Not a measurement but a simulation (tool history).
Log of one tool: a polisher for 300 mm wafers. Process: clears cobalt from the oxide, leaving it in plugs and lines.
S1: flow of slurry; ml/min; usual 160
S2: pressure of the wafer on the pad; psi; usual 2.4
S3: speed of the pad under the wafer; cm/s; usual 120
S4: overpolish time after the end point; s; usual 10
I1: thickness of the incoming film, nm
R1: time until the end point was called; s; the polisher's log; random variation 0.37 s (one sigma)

run	day	S1	S2	S3	S4	I1	R1
1	0	160	2.4	120	10	319.8	40.6
2	0.312	160	2.4	120	10	318.9	41.5
# day 0.758: worn pad replaced by a new one
3	0.779	160	2.4	120	10	322.3	41.7
4	1.288	160	2.4	120	10	326.2	42.1
5	1.575	160	2.4	120	10	313.3	40.6
6	2.246	160	2.4	120	10	320	41.1
7	2.762	160	2.4	134	10	322	38
8	3.271	160	2.4	134	10	316.4	36.7
9	4.017	160	2.4	134	10	318.7	38.1
# day 4.383: slurry nozzle cleaned
10	4.688	160	2.4	120	10	318.9	39.3
11	5.362	135	2.4	120	10	324.2	40.1
12	5.75	135	2.4	120	10	320.2	40.7
# day 5.992: worn pad replaced by a new one
13	6.433	160	2.4	120	8	322.6	39.5
14	7.104	160	2.4	120	10	320.5	40
# day 7.288: head pressure recalibrated
15	7.367	115	2.8	120	10	318.7	35.3
16	7.975	160	2.4	120	14	327	39.9
17	8.571	160	2.4	120	10	319.4	39.5
18	9.138	160	2.4	148	12	321.5	32.5
19	9.483	125	2.8	120	10	324.6	35.3
20	9.829	160	2.4	120	10	317	39.8
21	10.467	130	2.4	142	12	319.8	35.1
# day 10.825: worn pad replaced by a new one
22	10.896	160	1.8	100	14	319.9	62.2
23	11.558	120	3.2	120	10	324.6	30.8
24	11.812	160	2.4	120	10	319	39.5
25	12.538	160	2.4	120	10	325.6	40.2
26	13.192	160	3.1	120	10	313.8	30.3
27	15.192	160	1.6	146	16	320.7	50
# day 15.442: worn pad replaced by a new one
28	15.792	205	2.4	88	10	323.4	50.2
29	17.242	115	2.8	120	10	316	35.3
30	17.967	160	2.4	120	10	320.3	39.9
31	18.688	160	2.4	120	10	324.2	40.7

Run 32 comes next. What will it give?
32	19.008	160	2.4	120	10	320.9	?

{"run 32": {"R1": 40.2}}
Without the tool's hidden state the same run would have given R1 39.3 s.
